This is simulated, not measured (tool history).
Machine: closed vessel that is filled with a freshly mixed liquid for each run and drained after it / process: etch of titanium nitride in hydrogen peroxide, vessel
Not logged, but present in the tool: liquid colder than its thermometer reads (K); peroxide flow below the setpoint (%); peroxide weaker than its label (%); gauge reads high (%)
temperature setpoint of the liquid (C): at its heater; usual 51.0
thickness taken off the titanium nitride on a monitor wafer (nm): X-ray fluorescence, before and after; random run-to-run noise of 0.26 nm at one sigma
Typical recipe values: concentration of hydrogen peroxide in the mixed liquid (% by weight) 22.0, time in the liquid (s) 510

run    hour  temperature setpoint of the liquid (C)  concentration of hydrogen peroxide in the mixed liquid (% by weight)  time in the liquid (s)  wafers since the last listed run  hours since the thermometer was replaced  hours since the peroxide flow meter was replaced  hours since the drum of peroxide was connected  hours since the gauge calibration  read-back film thickness of the titanium nitride reference wafer, read on the same gauge (nm)  thickness taken off the titanium nitride on a monitor wafer (nm)
  1     0.0                                    51.0                                                                  22.0                     510                                 0                                     506.0                                             962.3                                           129.2                              169.2                                                                                          40.00                                                             26.93
  2    59.4                                    51.0                                                                  22.0                     510                              4524                                     565.4                                            1021.7                                           188.6                              228.6                                                                                          39.98                                                             26.50
  3   153.0                                    51.0                                                                  22.0                     510                              7130                                     659.0                                            1115.3                                           282.2                              322.2                                                                                          39.93                                                             26.73
  4   219.1                                    51.0                                                                  22.0                     570                              5035                                     725.1                                            1181.4                                           348.3                              388.3                                                                                          40.02                                                             29.60
      317.4  -- new drum of peroxide connected
  5   406.2                                    51.0                                                                  22.0                     570                             14176                                     912.2                                            1368.5                                            88.8                              575.4                                                                                          39.94                                                             28.98
  6   441.1                                    51.0                                                                  22.0                     510                              2658                                     947.1                                            1403.4                                           123.7                              610.3                                                                                          40.06                                                             25.62
  7   496.5                                    51.0                                                                  22.0                     510                              4220                                    1002.5                                            1458.8                                           179.1                              665.7                                                                                          39.96                                                             25.62
      519.1  -- peroxide flow meter replaced
  8   536.0                                    51.0                                                                  22.0                     510                              2932                                    1042.0                                              16.9                                           218.6                              705.2                                                                                          40.02                                                             25.65
  9   590.2                                    51.0                                                                  22.0                     510                              4128                                    1096.2                                              71.1                                           272.8                              759.4                                                                                          40.05                                                             25.47
 10   626.1                                    51.0                                                                  22.0                     510                              2734                                    1132.1                                             107.0                                           308.7                              795.3                                                                                          40.00                                                             25.28
 11   684.0                                    51.0                                                                  22.0                     350                              4410                                    1190.0                                             164.9                                           366.6                              853.2                                                                                          40.04                                                             17.09
 12   723.3                                    51.0                                                                  22.0                     350                              2993                                    1229.3                                             204.2                                           405.9                              892.5                                                                                          40.02                                                             17.53
      742.3  -- new drum of peroxide connected
 13   754.8                                    51.0                                                                  22.0                     510                              2323                                    1260.8                                             235.7                                            12.5                              924.0                                                                                          40.04                                                             25.34
      773.9  -- gauge calibrated
 14   791.3                                    51.0                                                                  22.0                     510                              2780                                    1297.3                                             272.2                                            49.0                               17.4                                                                                          39.96                                                             25.25
 15   930.1                                    51.0                                                                  22.0                     510                             10573                                    1436.1                                             411.0                                           187.8                              156.2                                                                                          40.03                                                             24.88
 16   979.6                                    51.0                                                                  27.0                     510                              3770                                    1485.6                                             460.5                                           237.3                              205.7                                                                                          39.95                                                             25.96
 17  1024.0                                    51.0                                                                  22.0                     510                              3382                                    1530.0                                             504.9                                           281.7                              250.1                                                                                          40.01                                                             24.48
 18  1050.1                                    51.0                                                                  26.0                     510                              1988                                    1556.1                                             531.0                                           307.8                              276.2                                                                                          40.02                                                             25.52
 19  1076.3                                    54.5                                                                  28.5                     800                              1995                                    1582.3                                             557.2                                           334.0                              302.4                                                                                          40.02                                                             51.78
 20  1124.3                                    51.0                                                                  19.0                     260                              3656                                    1630.3                                             605.2                                           382.0                              350.4                                                                                          40.01                                                             12.04
     1154.8  -- thermometer replaced
 21  1155.9                                    44.5                                                                  19.0                     510                              2331                                       1.1                                             636.8                                           413.6                              382.0                                                                                          40.01                                                             17.18
     1200.5  -- new drum of peroxide connected
 22  1202.7                                    56.0                                                                  25.0                     235                              3488                                      47.9                                             683.6                                             2.2                              428.8                                                                                          39.98                                                             19.08
 23  1258.1                                    44.5                                                                  17.5                     280                              4220                                     103.3                                             739.0                                            57.6                              484.2                                                                                          40.00                                                              9.23
 24  1282.5                                    51.0                                                                  15.5                     225                              1858                                     127.7                                             763.4                                            82.0                              508.6                                                                                          40.01                                                             11.51
 25  1327.4                                    51.0                                                                  22.0                     510                              3420                                     172.6                                             808.3                                           126.9                              553.5                                                                                          39.96                                                             27.92
 26  1389.9                                    51.0                                                                  22.0                     510                              4761                                     235.1                                             870.8                                           189.4                              616.0                                                                                          39.96                                                             27.28
 27  1465.8                                    51.0                                                                  22.0                     510                              5781                                     311.0                                             946.7                                           265.3                              691.9                                                                                          40.03                                                             27.97
 28  1498.7                                    48.0                                                                  27.5                     595                              2506                                     343.9                                             979.6                                           298.2                              724.8                                                                                          40.03                                                             27.08
 29  1532.6                                    51.0                                                                  22.0                     510                              2582                                     377.8                                            1013.5                                           332.1                              758.7                                                                                          40.02                                                             27.48
 30  1570.6                                    58.5                                                                  22.0                     510                              2894                                     415.8                                            1051.5                                           370.1                              796.7                                                                                          40.02                                                             46.55

Across each entry between runs, compare the hidden state at the last listed run before it with the hidden state at the first listed run after it:
From run 4 to run 5: new drum of peroxide connected (hour 317.4)
  liquid colder than its thermometer reads (K): 1.11 -> 1.32
  measured minus no-state result, thickness taken off the titanium nitride on a monitor wafer (nm): -2.47 -> -2.89
From run 7 to run 8: peroxide flow meter replaced (hour 519.1)
  liquid colder than its thermometer reads (K): 1.41 -> 1.46
  measured minus no-state result, thickness taken off the titanium nitride on a monitor wafer (nm): -2.74 -> -2.85
From run 12 to run 13: new drum of peroxide connected (hour 742.3)
  liquid colder than its thermometer reads (K): 1.66 -> 1.7
  measured minus no-state result, thickness taken off the titanium nitride on a monitor wafer (nm): -2.23 -> -3.30
From run 13 to run 14: gauge calibrated (hour 773.9)
  liquid colder than its thermometer reads (K): 1.7 -> 1.74
  measured minus no-state result, thickness taken off the titanium nitride on a monitor wafer (nm): -3.30 -> -3.38
From run 20 to run 21: thermometer replaced (hour 1154.8)
  liquid colder than its thermometer reads (K): 2.1 -> 0.0414
  measured minus no-state result, thickness taken off the titanium nitride on a monitor wafer (nm): -1.97 -> -0.05
From run 21 to run 22: new drum of peroxide connected (hour 1200.5)
  liquid colder than its thermometer reads (K): 0.0414 -> 0.0927
  measured minus no-state result, thickness taken off the titanium nitride on a monitor wafer (nm): -0.05 -> -0.12
